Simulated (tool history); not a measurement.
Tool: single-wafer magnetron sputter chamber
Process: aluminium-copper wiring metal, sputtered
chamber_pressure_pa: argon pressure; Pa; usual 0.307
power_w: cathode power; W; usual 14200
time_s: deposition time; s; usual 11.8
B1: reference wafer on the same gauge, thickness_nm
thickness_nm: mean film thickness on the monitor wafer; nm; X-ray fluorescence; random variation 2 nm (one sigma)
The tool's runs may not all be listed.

{"run": 1, "hour": 0.0, "chamber_pressure_pa": 0.307, "power_w": 14200, "time_s": 11.8, "B1": 343.722, "thickness_nm": 341.164}
{"run": 2, "hour": 21.3, "chamber_pressure_pa": 0.307, "power_w": 14200, "time_s": 11.8, "B1": 342.374, "thickness_nm": 338.054}
{"run": 3, "hour": 50.5, "chamber_pressure_pa": 0.307, "power_w": 11500, "time_s": 11.8, "B1": 343.395, "thickness_nm": 307.417}
{"run": 4, "hour": 70.0, "chamber_pressure_pa": 0.307, "power_w": 11500, "time_s": 11.8, "B1": 342.943, "thickness_nm": 302.411}
{"run": 5, "hour": 85.0, "chamber_pressure_pa": 0.307, "power_w": 11500, "time_s": 11.8, "B1": 342.78, "thickness_nm": 304.657}
{"run": 6, "hour": 101.4, "chamber_pressure_pa": 0.307, "power_w": 14200, "time_s": 11.8, "B1": 342.813, "thickness_nm": 342.28}
{"run": 7, "hour": 125.2, "chamber_pressure_pa": 0.307, "power_w": 14200, "time_s": 11.8, "B1": 343.312, "thickness_nm": 341.391}
{"run": 8, "hour": 143.3, "chamber_pressure_pa": 0.307, "power_w": 14200, "time_s": 11.8, "B1": 343.551, "thickness_nm": 341.552}
{"hour": 171.6, "done": "sputter target and shields replaced"}
{"run": 9, "hour": 175.8, "chamber_pressure_pa": 0.307, "power_w": 14200, "time_s": 11.8, "B1": 343.094, "thickness_nm": 340.948}
{"hour": 199.1, "done": "capacitance manometer re-zeroed and calibrated"}
{"run": 10, "hour": 205.2, "chamber_pressure_pa": 0.307, "power_w": 14200, "time_s": 10.3, "B1": 342.456, "thickness_nm": 293.762}
{"run": 11, "hour": 232.9, "chamber_pressure_pa": 0.206, "power_w": 14200, "time_s": 11.8, "B1": 343.103, "thickness_nm": 368.73}
{"run": 12, "hour": 262.7, "chamber_pressure_pa": 0.307, "power_w": 14200, "time_s": 9.6, "B1": 342.858, "thickness_nm": 278.687}
{"run": 13, "hour": 281.7, "chamber_pressure_pa": 0.307, "power_w": 12550, "time_s": 14.1, "B1": 342.56, "thickness_nm": 381.208}
{"hour": 313.6, "done": "gauge calibrated"}
{"run": 14, "hour": 316.8, "chamber_pressure_pa": 0.307, "power_w": 17400, "time_s": 13.0, "B1": 342.162, "thickness_nm": 427.857}
{"hour": 335.7, "done": "sputter target and shields replaced"}
{"run": 15, "hour": 345.5, "chamber_pressure_pa": 0.221, "power_w": 11600, "time_s": 10.2, "B1": 343.807, "thickness_nm": 283.857}
{"hour": 362.2, "done": "magnet pack replaced"}
{"run": 16, "hour": 378.5, "chamber_pressure_pa": 0.307, "power_w": 14200, "time_s": 11.8, "B1": 342.376, "thickness_nm": 340.529}
{"run": 17, "hour": 404.2, "chamber_pressure_pa": 0.307, "power_w": 15650, "time_s": 9.7, "B1": 343.316, "thickness_nm": 297.815}
{"run": 18, "hour": 439.7, "chamber_pressure_pa": 0.344, "power_w": 16200, "time_s": 13.0, "B1": 342.738, "thickness_nm": 393.29}
{"run": 19, "hour": 454.3, "chamber_pressure_pa": 0.307, "power_w": 13000, "time_s": 11.8, "B1": 342.824, "thickness_nm": 323.72}
{"run": 20, "hour": 470.2, "chamber_pressure_pa": 0.307, "power_w": 14200, "time_s": 10.3, "B1": 342.758, "thickness_nm": 296.27}
{"run": 21, "hour": 503.5, "chamber_pressure_pa": 0.394, "power_w": 16750, "time_s": 12.7, "B1": 343.153, "thickness_nm": 378.489}

Forecast each of these 5 alternatives for the next run:
{"run": "A", "hour": 503.9, "chamber_pressure_pa": 0.42, "power_w": 14200, "time_s": 11.8, "B1": "?", "thickness_nm": "?"}
{"run": "B", "hour": 503.9, "chamber_pressure_pa": 0.363, "power_w": 10850, "time_s": 10.6, "B1": "?", "thickness_nm": "?"}
{"run": "C", "hour": 503.9, "chamber_pressure_pa": 0.219, "power_w": 14200, "time_s": 11.8, "B1": "?", "thickness_nm": "?"}
{"run": "D", "hour": 503.9, "chamber_pressure_pa": 0.307, "power_w": 12350, "time_s": 11.8, "B1": "?", "thickness_nm": "?"}
{"run": "E", "hour": 503.9, "chamber_pressure_pa": 0.394, "power_w": 17750, "time_s": 11.8, "B1": "?", "thickness_nm": "?"}

run=A B1=342.783 thickness_nm=313.068
run=B B1=342.783 thickness_nm=256.118
run=C B1=342.783 thickness_nm=370.574
run=D B1=342.783 thickness_nm=318.903
run=E B1=342.783 thickness_nm=364.131
Without the tool's hidden state the same runs would have given:
run=A thickness_nm=313.068
run=B thickness_nm=256.118
run=C thickness_nm=370.574
run=D thickness_nm=318.903
run=E thickness_nm=364.131
